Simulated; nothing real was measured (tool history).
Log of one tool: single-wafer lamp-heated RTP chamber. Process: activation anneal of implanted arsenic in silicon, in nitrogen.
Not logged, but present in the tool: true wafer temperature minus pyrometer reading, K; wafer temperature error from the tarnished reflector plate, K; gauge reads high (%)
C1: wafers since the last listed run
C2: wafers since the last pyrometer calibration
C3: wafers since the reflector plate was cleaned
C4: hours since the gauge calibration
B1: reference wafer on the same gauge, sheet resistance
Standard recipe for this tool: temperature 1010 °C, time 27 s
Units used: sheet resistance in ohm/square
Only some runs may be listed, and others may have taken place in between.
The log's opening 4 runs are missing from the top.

Run 5, hour 287.7: usual settings but temperature 988 °C; C1 878; C2 5620; C3 7203; C4 2489; B1 477. Result: sheet resistance 588 ohm/square.
Run 6, hour 360.5: usual settings but temperature 988 °C; C1 1171; C2 6792; C3 8374; C4 2561.8; B1 476.86. Result: sheet resistance 588.82 ohm/square.
Run 7, hour 451.3: usual settings but temperature 988 °C; C1 1461; C2 8253; C3 9835; C4 2652.6; B1 476.97. Result: sheet resistance 588.53 ohm/square.
Run 8, hour 556.9: usual settings; C1 1699; C2 9952; C3 11534; C4 2758.2; B1 476.95. Result: sheet resistance 587.17 ohm/square.
At hour 577.5: pyrometer window cleaned and pyrometer calibrated.
Run 9, hour 617.3: usual settings; C1 843; C2 640; C3 12377; C4 2818.6; B1 476.85. Result: sheet resistance 586.43 ohm/square.
At hour 680.1: reflector plate cleaned.
Run 10, hour 682.7: usual settings; C1 923; C2 1564; C3 42; C4 2884; B1 476.86. Result: sheet resistance 587.15 ohm/square.
Run 11, hour 779.3: usual settings but temperature 1024 °C; C1 1554; C2 3118; C3 1596; C4 2980.6; B1 477.14. Result: sheet resistance 583.44 ohm/square.
At hour 877: gauge calibrated.
Run 12, hour 883.9: usual settings; C1 1683; C2 4801; C3 3279; C4 6.9; B1 477.01. Result: sheet resistance 586.72 ohm/square.
Run 13, hour 949.5: usual settings but temperature 1022 °C, time 23 s; C1 1055; C2 5857; C3 4335; C4 72.5; B1 476.87. Result: sheet resistance 585.59 ohm/square.
Run 14, hour 997.5: usual settings but temperature 1022 °C, time 23 s; C1 772; C2 6629; C3 5107; C4 120.5; B1 477.08. Result: sheet resistance 586.03 ohm/square.
Run 15, hour 1094.6: usual settings but temperature 1022 °C, time 23 s; C1 1562; C2 8191; C3 6670; C4 217.6; B1 477.1. Result: sheet resistance 586.23 ohm/square.
At hour 1103.5: pyrometer window cleaned and pyrometer calibrated.
Run 16, hour 1195.4: usual settings but time 18 s; C1 1493; C2 1479; C3 8163; C4 318.4; B1 476.87. Result: sheet resistance 589.27 ohm/square.
Run 17, hour 1270.2: usual settings but temperature 1026 °C, time 42 s; C1 1203; C2 2682; C3 9366; C4 393.2; B1 477.04. Result: sheet resistance 577.62 ohm/square.
Run 18, hour 1341.6: usual settings but temperature 1026 °C, time 21 s; C1 1148; C2 3831; C3 10515; C4 464.6; B1 477. Result: sheet resistance 584.84 ohm/square.
Run 19, hour 1402.5: usual settings but time 32 s; C1 979; C2 4811; C3 11495; C4 525.5; B1 477.03. Result: sheet resistance 584.99 ohm/square.
Run 20, hour 1451.4: usual settings but temperature 988 °C; C1 786; C2 5598; C3 12282; C4 574.4; B1 477.01. Result: sheet resistance 587.69 ohm/square.
At hour 1504.7: reflector plate cleaned.
Run 21, hour 1587.2: usual settings; C1 2056; C2 7654; C3 1326; C4 710.2; B1 476.93. Result: sheet resistance 585.69 ohm/square.
At hour 1647.4: pyrometer window cleaned and pyrometer calibrated.
Run 22, hour 1680: usual settings; C1 1364; C2 525; C3 2691; C4 803; B1 477. Result: sheet resistance 586.57 ohm/square.
Run 23, hour 1772.1: usual settings but temperature 1030 °C; C1 1481; C2 2007; C3 4173; C4 895.1; B1 476.85. Result: sheet resistance 583.45 ohm/square.
Run 24, hour 1827.9: usual settings but temperature 1035 °C, time 36 s; C1 897; C2 2905; C3 5071; C4 950.9; B1 476.93. Result: sheet resistance 578.86 ohm/square.
Run 25, hour 1905.8: usual settings; C1 1253; C2 4158; C3 6324; C4 1028.8; B1 477.11. Result: sheet resistance 587.66 ohm/square.
Run 26, hour 1985.3: usual settings but temperature 1038 °C, time 16 s; C1 1279; C2 5437; C3 7603; C4 1108.3; B1 477.06. Result: sheet resistance 586.05 ohm/square.
At hour 2191.4: pyrometer window cleaned and pyrometer calibrated.
Run 27, hour 2258.8: usual settings; C1 4272; C2 1084; C3 11875; C4 1381.8; B1 476.97. Result: sheet resistance 586.01 ohm/square.
At hour 2327.4: reflector plate cleaned.
Run 28, hour 2346.5: usual settings but temperature 985 °C, time 16 s; C1 1282; C2 2366; C3 307; C4 1469.5; B1 476.96. Result: sheet resistance 591.08 ohm/square.
Run 29, hour 2453.6: usual settings but temperature 987 °C, time 14 s; C1 1723; C2 4090; C3 2030; C4 1576.6; B1 476.99. Result: sheet resistance 589.76 ohm/square.

Forecast run 30:
Run 30, hour 2527.6: usual settings but temperature 1040 °C, time 39 s; C1 1190; C2 5280; C3 3221; C4 1650.6; B1 ?. Result: sheet resistance ?.

For run 30 the tool returned B1 476.94, sheet resistance 576.06 ohm/square.
If the tool had no hidden condition, the same run with the same run-to-run variation would have returned sheet resistance 576.06 ohm/square.

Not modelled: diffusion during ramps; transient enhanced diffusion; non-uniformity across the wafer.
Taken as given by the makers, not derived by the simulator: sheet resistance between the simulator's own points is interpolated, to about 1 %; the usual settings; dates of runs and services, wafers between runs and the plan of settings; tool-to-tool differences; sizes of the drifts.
